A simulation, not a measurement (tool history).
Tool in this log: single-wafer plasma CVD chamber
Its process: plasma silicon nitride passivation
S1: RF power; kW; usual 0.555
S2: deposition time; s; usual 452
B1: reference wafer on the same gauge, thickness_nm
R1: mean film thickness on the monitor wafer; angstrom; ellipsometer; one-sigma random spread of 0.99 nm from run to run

{"run": 1, "hour": 0.0, "S1": 0.47, "S2": 476, "B1": 757.953, "R1": 6599.93}
{"run": 2, "hour": 7.4, "S1": 0.555, "S2": 452, "B1": 757.979, "R1": 6612.38}
{"run": 3, "hour": 16.3, "S1": 0.5, "S2": 452, "B1": 757.838, "R1": 6409.28}
{"run": 4, "hour": 24.2, "S1": 0.555, "S2": 452, "B1": 758.106, "R1": 6602.48}
{"run": 5, "hour": 35.0, "S1": 0.555, "S2": 452, "B1": 757.956, "R1": 6617.94}
{"run": 6, "hour": 41.2, "S1": 0.555, "S2": 452, "B1": 758.047, "R1": 6610.31}
{"run": 7, "hour": 56.0, "S1": 0.555, "S2": 452, "B1": 757.845, "R1": 6608.74}
{"run": 8, "hour": 62.0, "S1": 0.555, "S2": 452, "B1": 757.994, "R1": 6598.95}
{"run": 9, "hour": 75.6, "S1": 0.555, "S2": 452, "B1": 757.896, "R1": 6601.99}
{"run": 10, "hour": 87.0, "S1": 0.555, "S2": 452, "B1": 758.308, "R1": 6589.12}
{"run": 11, "hour": 108.0, "S1": 0.555, "S2": 452, "B1": 757.818, "R1": 6589.11}
{"run": 12, "hour": 115.8, "S1": 0.59, "S2": 399, "B1": 757.93, "R1": 5943.63}
{"run": 13, "hour": 125.3, "S1": 0.485, "S2": 524, "B1": 758.001, "R1": 7356.58}
{"run": 14, "hour": 142.1, "S1": 0.555, "S2": 452, "B1": 758.185, "R1": 6631.85}
{"hour": 152.0, "done": "RF generator calibrated"}
{"hour": 153.5, "done": "showerhead replaced"}
{"run": 15, "hour": 154.0, "S1": 0.66, "S2": 478, "B1": 758.068, "R1": 7373.84}
{"run": 16, "hour": 175.2, "S1": 0.6, "S2": 389, "B1": 758.004, "R1": 5839.79}
{"run": 17, "hour": 186.9, "S1": 0.47, "S2": 391, "B1": 758.158, "R1": 5421.33}
{"run": 18, "hour": 201.3, "S1": 0.475, "S2": 485, "B1": 757.916, "R1": 6755.97}
{"hour": 204.5, "done": "gauge calibrated"}
{"run": 19, "hour": 216.7, "S1": 0.65, "S2": 530, "B1": 757.843, "R1": 8136.26}
{"run": 20, "hour": 226.4, "S1": 0.555, "S2": 452, "B1": 757.922, "R1": 6627.11}
{"run": 21, "hour": 243.9, "S1": 0.555, "S2": 452, "B1": 758.125, "R1": 6595.58}
{"run": 22, "hour": 258.2, "S1": 0.655, "S2": 368, "B1": 757.713, "R1": 5655.68}
{"run": 23, "hour": 268.2, "S1": 0.495, "S2": 452, "B1": 757.928, "R1": 6392.32}

Forecast each of these 4 alternatives for the next run:
{"run": "A", "hour": 268.7, "S1": 0.555, "S2": 452, "B1": "?", "R1": "?"}
{"run": "B", "hour": 268.7, "S1": 0.49, "S2": 452, "B1": "?", "R1": "?"}
{"run": "C", "hour": 268.7, "S1": 0.555, "S2": 371, "B1": "?", "R1": "?"}
{"run": "D", "hour": 268.7, "S1": 0.475, "S2": 452, "B1": "?", "R1": "?"}

run=A B1=758.175 R1=6597.89
run=B B1=758.175 R1=6353.23
run=C B1=758.175 R1=5415.53
run=D B1=758.175 R1=6293.53
Stripped of hidden state, with their random variation kept, the same runs would have yielded:
run=A R1=6597.89
run=B R1=6353.23
run=C R1=5415.53
run=D R1=6293.53

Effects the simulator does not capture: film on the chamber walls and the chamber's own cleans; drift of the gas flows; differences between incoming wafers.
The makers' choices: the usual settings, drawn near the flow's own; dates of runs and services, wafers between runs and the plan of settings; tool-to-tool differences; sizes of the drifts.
